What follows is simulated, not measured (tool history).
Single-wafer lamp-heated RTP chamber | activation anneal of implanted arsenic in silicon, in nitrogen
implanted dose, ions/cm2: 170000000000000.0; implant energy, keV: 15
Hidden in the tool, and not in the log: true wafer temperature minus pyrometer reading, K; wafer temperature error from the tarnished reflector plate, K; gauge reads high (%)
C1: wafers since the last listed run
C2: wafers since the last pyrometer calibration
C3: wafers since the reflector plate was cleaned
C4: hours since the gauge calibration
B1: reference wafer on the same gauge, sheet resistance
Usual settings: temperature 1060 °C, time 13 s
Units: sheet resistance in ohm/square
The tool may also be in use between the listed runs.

{"run": 1, "day": 0.0, "temperature": 1041, "time": 13, "C1": 0, "C2": 1763, "C3": 10543, "C4": 1467.1, "B1": 534.95, "sheet resistance": 475.36}
{"run": 2, "day": 2.383, "temperature": 1041, "time": 13, "C1": 612, "C2": 2375, "C3": 11155, "C4": 1524.3, "B1": 535.15, "sheet resistance": 474.24}
{"run": 3, "day": 4.975, "temperature": 1060, "time": 13, "C1": 665, "C2": 3040, "C3": 11820, "C4": 1586.5, "B1": 535.31, "sheet resistance": 470}
{"run": 4, "day": 6.9, "temperature": 1060, "time": 13, "C1": 494, "C2": 3534, "C3": 12315, "C4": 1632.7, "B1": 534.94, "sheet resistance": 470.75}
{"day": 10.162, "done": "reflector plate cleaned"}
{"run": 5, "day": 10.183, "temperature": 1060, "time": 13, "C1": 757, "C2": 4292, "C3": 5, "C4": 1711.5, "B1": 535.03, "sheet resistance": 469.72}
{"run": 6, "day": 11.796, "temperature": 1060, "time": 13, "C1": 414, "C2": 4706, "C3": 419, "C4": 1750.2, "B1": 535.2, "sheet resistance": 469.91}
{"day": 17.8, "done": "pyrometer window cleaned and pyrometer calibrated"}
{"run": 7, "day": 22.729, "temperature": 1060, "time": 13, "C1": 2722, "C2": 1265, "C3": 3141, "C4": 2012.6, "B1": 535.18, "sheet resistance": 469.12}
{"run": 8, "day": 24.679, "temperature": 1060, "time": 17, "C1": 500, "C2": 1766, "C3": 3642, "C4": 2059.4, "B1": 535.05, "sheet resistance": 465.05}
{"run": 9, "day": 27.35, "temperature": 1060, "time": 17, "C1": 685, "C2": 2452, "C3": 4327, "C4": 2123.5, "B1": 534.92, "sheet resistance": 465.52}
{"run": 10, "day": 31.325, "temperature": 1060, "time": 17, "C1": 1020, "C2": 3473, "C3": 5348, "C4": 2218.9, "B1": 535.07, "sheet resistance": 464.37}
{"day": 35.396, "done": "pyrometer window cleaned and pyrometer calibrated, repeated, since the last time left the tool worse"}
{"run": 11, "day": 35.417, "temperature": 1060, "time": 13, "C1": 965, "C2": 5, "C3": 6313, "C4": 2317.1, "B1": 535.03, "sheet resistance": 471.14}
{"day": 41.25, "done": "gauge calibrated"}
{"run": 12, "day": 42.483, "temperature": 1060, "time": 13, "C1": 1814, "C2": 1819, "C3": 8128, "C4": 29.6, "B1": 534.86, "sheet resistance": 470.03}
{"run": 13, "day": 44.429, "temperature": 1060, "time": 13, "C1": 499, "C2": 2319, "C3": 8628, "C4": 76.3, "B1": 535.21, "sheet resistance": 470.46}
{"run": 14, "day": 47.004, "temperature": 1047, "time": 9, "C1": 661, "C2": 2980, "C3": 9289, "C4": 138.1, "B1": 535.05, "sheet resistance": 474.37}
{"run": 15, "day": 49.075, "temperature": 1088, "time": 13, "C1": 531, "C2": 3512, "C3": 9821, "C4": 187.8, "B1": 534.83, "sheet resistance": 463.15}
{"day": 57.304, "done": "pyrometer window cleaned and pyrometer calibrated"}
{"run": 16, "day": 61.812, "temperature": 1060, "time": 15, "C1": 3185, "C2": 1158, "C3": 13006, "C4": 493.5, "B1": 535.13, "sheet resistance": 469.56}
{"day": 63.171, "done": "reflector plate cleaned"}
{"run": 17, "day": 64.883, "temperature": 1042, "time": 8, "C1": 702, "C2": 1861, "C3": 439, "C4": 567.2, "B1": 534.91, "sheet resistance": 477.61}
{"run": 18, "day": 67.117, "temperature": 1060, "time": 7, "C1": 573, "C2": 2434, "C3": 1012, "C4": 620.8, "B1": 534.9, "sheet resistance": 475.49}
{"run": 19, "day": 68.85, "temperature": 1042, "time": 6, "C1": 445, "C2": 2879, "C3": 1458, "C4": 662.4, "B1": 534.96, "sheet resistance": 479.7}
{"run": 20, "day": 70.912, "temperature": 1073, "time": 19, "C1": 529, "C2": 3409, "C3": 1987, "C4": 711.9, "B1": 534.93, "sheet resistance": 461.82}
{"run": 21, "day": 73.396, "temperature": 1073, "time": 19, "C1": 637, "C2": 4046, "C3": 2625, "C4": 771.5, "B1": 535.09, "sheet resistance": 461.54}
{"day": 76.638, "done": "pyrometer window cleaned and pyrometer calibrated"}
{"run": 22, "day": 76.979, "temperature": 1087, "time": 6, "C1": 834, "C2": 87, "C3": 3459, "C4": 857.5, "B1": 535.26, "sheet resistance": 472.89}
{"run": 23, "day": 81.262, "temperature": 1050, "time": 9, "C1": 1099, "C2": 1187, "C3": 4559, "C4": 960.3, "B1": 534.92, "sheet resistance": 475.44}
{"run": 24, "day": 85.342, "temperature": 1051, "time": 6, "C1": 1047, "C2": 2235, "C3": 5607, "C4": 1058.2, "B1": 534.91, "sheet resistance": 477.53}
{"run": 25, "day": 88.721, "temperature": 1060, "time": 13, "C1": 867, "C2": 3102, "C3": 6475, "C4": 1139.3, "B1": 535.15, "sheet resistance": 471.12}
{"run": 26, "day": 91.254, "temperature": 1041, "time": 19, "C1": 650, "C2": 3753, "C3": 7125, "C4": 1200.1, "B1": 535.14, "sheet resistance": 470.17}

Measured less the same run without the tool's hidden state. The same run-to-run variation is in both; the gauge's scatter may not be:
run=1 sheet_resistance=-0.34
run=2 sheet_resistance=-0.44
run=3 sheet_resistance=-0.72
run=4 sheet_resistance=-0.83
run=5 sheet_resistance=-1.02
run=6 sheet_resistance=-1.11
run=7 sheet_resistance=-2.74
run=8 sheet_resistance=-3.4
run=9 sheet_resistance=-3.61
run=10 sheet_resistance=-3.91
run=11 sheet_resistance=-0.08
run=12 sheet_resistance=-0.47
run=13 sheet_resistance=-0.58
run=14 sheet_resistance=-0.49
run=15 sheet_resistance=-1.23
run=16 sheet_resistance=-0.51
run=17 sheet_resistance=-0.38
run=18 sheet_resistance=-0.52
run=19 sheet_resistance=-0.45
run=20 sheet_resistance=-1.49
run=21 sheet_resistance=-1.7
run=22 sheet_resistance=-0.06
run=23 sheet_resistance=-0.21
run=24 sheet_resistance=-0.3
run=25 sheet_resistance=-0.73
run=26 sheet_resistance=-0.85

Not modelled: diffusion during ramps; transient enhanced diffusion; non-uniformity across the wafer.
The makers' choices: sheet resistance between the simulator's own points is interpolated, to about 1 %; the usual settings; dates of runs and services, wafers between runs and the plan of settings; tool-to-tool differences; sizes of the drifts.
